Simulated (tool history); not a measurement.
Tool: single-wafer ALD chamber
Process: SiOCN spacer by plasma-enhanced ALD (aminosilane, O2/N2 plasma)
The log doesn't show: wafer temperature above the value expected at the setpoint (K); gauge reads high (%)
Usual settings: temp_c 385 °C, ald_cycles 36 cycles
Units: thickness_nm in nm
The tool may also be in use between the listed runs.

run    hour  temp_c  ald_cycles  wafers since the last listed run  hours since the last thermocouple change  hours since the gauge calibration  read-back reference wafer on the same gauge, thickness_nm  thickness_nm
  1       0     385          36                                 0                                     518.6                              568.8                                                      2.124         2.276
  2    56.5     385          32                               273                                     575.1                              625.3                                                      2.128         2.031
  3   145.1     385          32                               429                                     663.7                              713.9                                                      2.132         2.036
  4   239.8     385          39                               459                                     758.4                              808.6                                                      2.136         2.477
  5   302.7     385          39                               304                                     821.3                              871.5                                                      2.139         2.478
  6   342.6     385          39                               193                                     861.2                              911.4                                                      2.141         2.441
  7   448.3     385          36                               512                                     966.9                             1017.1                                                      2.145         2.289
  8   486.1     385          36                               183                                    1004.7                             1054.9                                                      2.147         2.281
  9   590.5     388          33                               506                                    1109.1                             1159.3                                                      2.152         2.094
 10   674.5     388          33                               407                                    1193.1                             1243.3                                                      2.161         2.124
      716.1  -- thermocouple changed; heater temperature recalibrated
 11   754.3     388          33                               348                                      38.2                             1323.1                                                      2.163         2.106
 12     818     385          36                               308                                     101.9                             1386.8                                                      2.162         2.299
 13   904.7     385          36                               420                                     188.6                             1473.5                                                      2.176         2.326
 14   960.7     385          36                               271                                     244.6                             1529.5                                                       2.18         2.315
 15    1004     380          36                               209                                     287.9                             1572.8                                                      2.179         2.306
 16  1086.1     385          39                               398                                       370                             1654.9                                                      2.189          2.52
 17  1138.5     396          39                               254                                     422.4                             1707.3                                                      2.193         2.531
     1211.5  -- gauge calibrated
 18  1443.1     385          33                              1476                                       727                              231.6                                                      2.116         2.054
 19  1481.1     392          34                               184                                       765                              269.6                                                      2.113         2.135
 20  1556.8     396          36                               367                                     840.7                              345.3                                                      2.115         2.266
 21  1622.6     375          40                               319                                     906.5                              411.1                                                      2.114         2.498
 22  1718.6     385          36                               465                                    1002.5                              507.1                                                      2.119         2.242
 23  1818.5     374          29                               484                                    1102.4                                607                                                      2.117         1.816
       1880  -- thermocouple changed; heater temperature recalibrated
 24  1880.5     385          36                               261                                       0.5                                669                                                      2.121         2.261
 25  1929.2     379          40                               236                                      49.2                              717.7                                                      2.125         2.492
 26    1984     391          36                               265                                       104                              772.5                                                      2.125         2.257
 27  2037.9     372          33                               261                                     157.9                              826.4                                                      2.127         2.072
 28  2101.5     398          31                               308                                     221.5                                890                                                       2.13         1.958

4 ways to go on from here, each from the tool as it stands after run 28. What would each give?
  A  2102     385          36                                 2                                       222                              890.5                                                          ?             ?
  B  2102     385          42                                 2                                       222                              890.5                                                          ?             ?
  C  2102     375          41                                 2                                       222                              890.5                                                          ?             ?
  D  2102     391          33                                 2                                       222                              890.5                                                          ?             ?

run  read-back reference wafer on the same gauge, thickness_nm  thickness_nm
  A                                                      2.132         2.262
  B                                                      2.132         2.639
  C                                                      2.132         2.576
  D                                                      2.132         2.073
Without the tool's hidden state the same runs would have given:
run  thickness_nm
  A         2.251
  B         2.627
  C         2.564
  D         2.064

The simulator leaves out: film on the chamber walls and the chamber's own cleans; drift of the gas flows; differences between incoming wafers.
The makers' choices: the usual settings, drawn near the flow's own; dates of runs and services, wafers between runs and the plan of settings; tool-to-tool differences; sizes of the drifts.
